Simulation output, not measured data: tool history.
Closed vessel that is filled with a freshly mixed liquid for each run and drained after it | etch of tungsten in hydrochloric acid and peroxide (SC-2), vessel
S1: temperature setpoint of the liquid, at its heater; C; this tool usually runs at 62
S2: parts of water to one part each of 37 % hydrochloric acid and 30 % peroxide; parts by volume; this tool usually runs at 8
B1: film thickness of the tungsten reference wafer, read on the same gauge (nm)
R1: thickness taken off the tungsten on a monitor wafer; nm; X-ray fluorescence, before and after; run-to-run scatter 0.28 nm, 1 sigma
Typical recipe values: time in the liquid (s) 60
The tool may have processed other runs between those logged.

Run 1, hour 0: usual settings; B1 50. Result: R1 35.82 nm.
Run 2, hour 32.2: usual settings; B1 49.99. Result: R1 36.09 nm.
Run 3, hour 62.8: usual settings; B1 50.03. Result: R1 35.61 nm.
Run 4, hour 98.5: usual settings; B1 50.02. Result: R1 35.89 nm.
At hour 110.1: gauge calibrated.
At hour 114.8: new drum of peroxide connected.
Run 5, hour 118.4: usual settings; B1 50.02. Result: R1 35.7 nm.
Run 6, hour 134.3: usual settings; B1 50.01. Result: R1 35.63 nm.
Run 7, hour 156.2: usual settings; B1 50.02. Result: R1 35.57 nm.
Run 8, hour 189.2: usual settings but S2 5.5 parts by volume; B1 49.99. Result: R1 47.47 nm.
Run 9, hour 217.4: usual settings but S2 12 parts by volume, time in the liquid (s) 50; B1 49.98. Result: R1 21.12 nm.
At hour 242.4: thermometer replaced.
Run 10, hour 244.7: usual settings but S2 6.5 parts by volume, time in the liquid (s) 35; B1 50.02. Result: R1 24.64 nm.
At hour 254.3: chemicals flow meter replaced.
Run 11, hour 261.7: usual settings; B1 50. Result: R1 35.59 nm.
Run 12, hour 276.7: usual settings but S1 70 C, time in the liquid (s) 70; B1 50. Result: R1 68.37 nm.
Run 13, hour 306.8: usual settings; B1 50.02. Result: R1 35.52 nm.
Run 14, hour 340.3: usual settings but S1 68 C, S2 11.5 parts by volume, time in the liquid (s) 90; B1 50.01. Result: R1 56.98 nm.

State the hidden condition of the tool at each of the runs:
liquid colder than its thermometer reads (K): 0 in every run
chemicals flow above the setpoint (%): 0 in every run
peroxide weaker than its label (%): 0 in every run
gauge reads high (%): 0 in every run
